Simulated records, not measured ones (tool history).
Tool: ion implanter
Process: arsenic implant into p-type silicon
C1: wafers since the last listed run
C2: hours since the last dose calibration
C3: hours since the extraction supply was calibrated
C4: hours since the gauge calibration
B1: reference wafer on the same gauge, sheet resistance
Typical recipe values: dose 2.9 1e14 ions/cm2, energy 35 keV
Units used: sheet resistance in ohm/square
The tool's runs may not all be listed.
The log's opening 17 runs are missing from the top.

Run 18, hour 769.6: usual settings but dose 3.75 1e14 ions/cm2; C1 1811; C2 585.7; C3 2703.8; C4 974.7; B1 360.63. Result: sheet resistance 258.72 ohm/square.
Run 19, hour 815.4: usual settings; C1 1286; C2 631.5; C3 2749.6; C4 1020.5; B1 361.34. Result: sheet resistance 312.04 ohm/square.
Run 20, hour 842.8: usual settings but dose 2.16 1e14 ions/cm2, energy 29 keV; C1 769; C2 658.9; C3 2777; C4 1047.9; B1 361.29. Result: sheet resistance 398.19 ohm/square.
Run 21, hour 881.1: usual settings; C1 1075; C2 697.2; C3 2815.3; C4 1086.2; B1 360.94. Result: sheet resistance 312.86 ohm/square.
At hour 896.7: extraction supply calibrated.
Run 22, hour 928.6: usual settings but dose 2.66 1e14 ions/cm2, energy 47 keV; C1 1109; C2 744.7; C3 31.9; C4 1133.7; B1 361.16. Result: sheet resistance 318.71 ohm/square.
Run 23, hour 971.9: usual settings but dose 3.13 1e14 ions/cm2, energy 47 keV; C1 1216; C2 788; C3 75.2; C4 1177; B1 360.79. Result: sheet resistance 285.91 ohm/square.
At hour 993.8: gauge calibrated.
Run 24, hour 1023.5: usual settings but dose 2.6 1e14 ions/cm2; C1 1449; C2 839.6; C3 126.8; C4 29.7; B1 360.38. Result: sheet resistance 342.8 ohm/square.
Run 25, hour 1064.9: usual settings but dose 2.18 1e14 ions/cm2, energy 44 keV; C1 1162; C2 881; C3 168.2; C4 71.1; B1 360.8. Result: sheet resistance 375.62 ohm/square.
Run 26, hour 1180.9: usual settings but dose 3.6 1e14 ions/cm2, energy 30 keV; C1 3258; C2 997; C3 284.2; C4 187.1; B1 362.17. Result: sheet resistance 274.7 ohm/square.
At hour 1188.9: Faraday cup replaced and dose calibrated.
Run 27, hour 1228: usual settings; C1 1098; C2 39.1; C3 331.3; C4 234.2; B1 361.12. Result: sheet resistance 312.5 ohm/square.
Run 28, hour 1268.3: usual settings but dose 2.34 1e14 ions/cm2, energy 42 keV; C1 1132; C2 79.4; C3 371.6; C4 274.5; B1 361. Result: sheet resistance 354.8 ohm/square.
Run 29, hour 1458.3: usual settings but dose 3.7 1e14 ions/cm2; C1 5337; C2 269.4; C3 561.6; C4 464.5; B1 361.48. Result: sheet resistance 260.37 ohm/square.
Run 30, hour 1483.9: usual settings but dose 3.43 1e14 ions/cm2, energy 44.5 keV; C1 719; C2 295; C3 587.2; C4 490.1; B1 361.68. Result: sheet resistance 265.51 ohm/square.
Run 31, hour 1544.5: usual settings but dose 2.12 1e14 ions/cm2, energy 23.5 keV; C1 1702; C2 355.6; C3 647.8; C4 550.7; B1 361.05. Result: sheet resistance 414.56 ohm/square.
Run 32, hour 1614.6: usual settings; C1 1969; C2 425.7; C3 717.9; C4 620.8; B1 361.35. Result: sheet resistance 312.5 ohm/square.
Run 33, hour 1665.5: usual settings but dose 2.13 1e14 ions/cm2, energy 27.5 keV; C1 1429; C2 476.6; C3 768.8; C4 671.7; B1 360.54. Result: sheet resistance 406.54 ohm/square.
Run 34, hour 1722.2: usual settings; C1 1592; C2 533.3; C3 825.5; C4 728.4; B1 361.26. Result: sheet resistance 311.14 ohm/square.
Run 35, hour 1766.6: usual settings but dose 3.43 1e14 ions/cm2, energy 25.5 keV; C1 1247; C2 577.7; C3 869.9; C4 772.8; B1 360.44. Result: sheet resistance 290.27 ohm/square.
Run 36, hour 1833: usual settings but dose 3.53 1e14 ions/cm2, energy 42.5 keV; C1 1865; C2 644.1; C3 936.3; C4 839.2; B1 360.91. Result: sheet resistance 266.14 ohm/square.

Branching from run 36: 5 alternative next runs. What would each branch give?
Run A, hour 1833.4: usual settings but energy 45.5 keV; C1 11; C2 644.5; C3 936.7; C4 839.6; B1 ?. Result: sheet resistance ?.
Run B, hour 1833.4: usual settings but dose 3.74 1e14 ions/cm2, energy 41.5 keV; C1 11; C2 644.5; C3 936.7; C4 839.6; B1 ?. Result: sheet resistance ?.
Run C, hour 1833.4: usual settings but energy 47 keV; C1 11; C2 644.5; C3 936.7; C4 839.6; B1 ?. Result: sheet resistance ?.
Run D, hour 1833.4: usual settings but dose 3.44 1e14 ions/cm2, energy 39.5 keV; C1 11; C2 644.5; C3 936.7; C4 839.6; B1 ?. Result: sheet resistance ?.
Run E, hour 1833.4: usual settings but dose 3.44 1e14 ions/cm2, energy 31 keV; C1 11; C2 644.5; C3 936.7; C4 839.6; B1 ?. Result: sheet resistance ?.

run      B1  sheet resistance
  A  361.27            303.48
  B  361.27            253.59
  C  361.27            302.07
  D  361.27            272.18
  E  361.27            281.55
Without the tool's hidden state the same runs would have given:
run  sheet resistance
  A            300.42
  B            250.97
  C            299.03
  D            269.38
  E            278.65
